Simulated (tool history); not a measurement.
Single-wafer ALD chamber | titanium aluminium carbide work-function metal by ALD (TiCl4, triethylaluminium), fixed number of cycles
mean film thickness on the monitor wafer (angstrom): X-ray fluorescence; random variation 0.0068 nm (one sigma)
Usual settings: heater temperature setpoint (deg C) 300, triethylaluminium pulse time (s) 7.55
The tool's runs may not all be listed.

run,hour,heater temperature setpoint (deg C),triethylaluminium pulse time (s),"read-back reference wafer on the same gauge, thickness_nm",mean film thickness on the monitor wafer (angstrom)
1,0.0,300,7.55,2.271,21.00
2,18.0,300,7.55,2.270,21.17
3,31.5,300,7.55,2.270,21.02
4,79.3,296,9.54,2.271,21.50
5,107.0,296,9.54,2.270,21.52
6,140.8,296,9.54,2.270,21.60
7,169.9,289,7.55,2.270,20.06
8,184.4,289,7.55,2.272,20.17
9,204.7,300,7.55,2.270,21.09
# hour 254.5: triethylaluminium bottle replaced
# hour 259.5: showerhead replaced
10,260.0,288,5.59,2.270,18.66
11,281.1,296,7.55,2.270,20.80
12,312.9,309,5.49,2.269,20.38
13,345.3,285,9.29,2.271,20.50
# hour 396.1: gauge calibrated
# hour 404.0: thermocouple changed; heater temperature recalibrated
14,440.6,289,5.16,2.270,17.84
15,458.6,285,4.68,2.272,16.93
16,472.5,300,9.53,2.268,21.38
17,505.7,290,7.55,2.269,19.65

3 ways to go on from here, each from the tool as it stands after run 17. What would each give?
A,506.1,300,6.10,?,?
B,506.1,307,5.98,?,?
C,506.1,305,5.08,?,?

run,"read-back reference wafer on the same gauge, thickness_nm",mean film thickness on the monitor wafer (angstrom)
A,2.270,19.70
B,2.270,20.26
C,2.270,19.15
Without the tool's hidden state the same runs would have given:
run,mean film thickness on the monitor wafer (angstrom)
A,19.70
B,20.25
C,19.15

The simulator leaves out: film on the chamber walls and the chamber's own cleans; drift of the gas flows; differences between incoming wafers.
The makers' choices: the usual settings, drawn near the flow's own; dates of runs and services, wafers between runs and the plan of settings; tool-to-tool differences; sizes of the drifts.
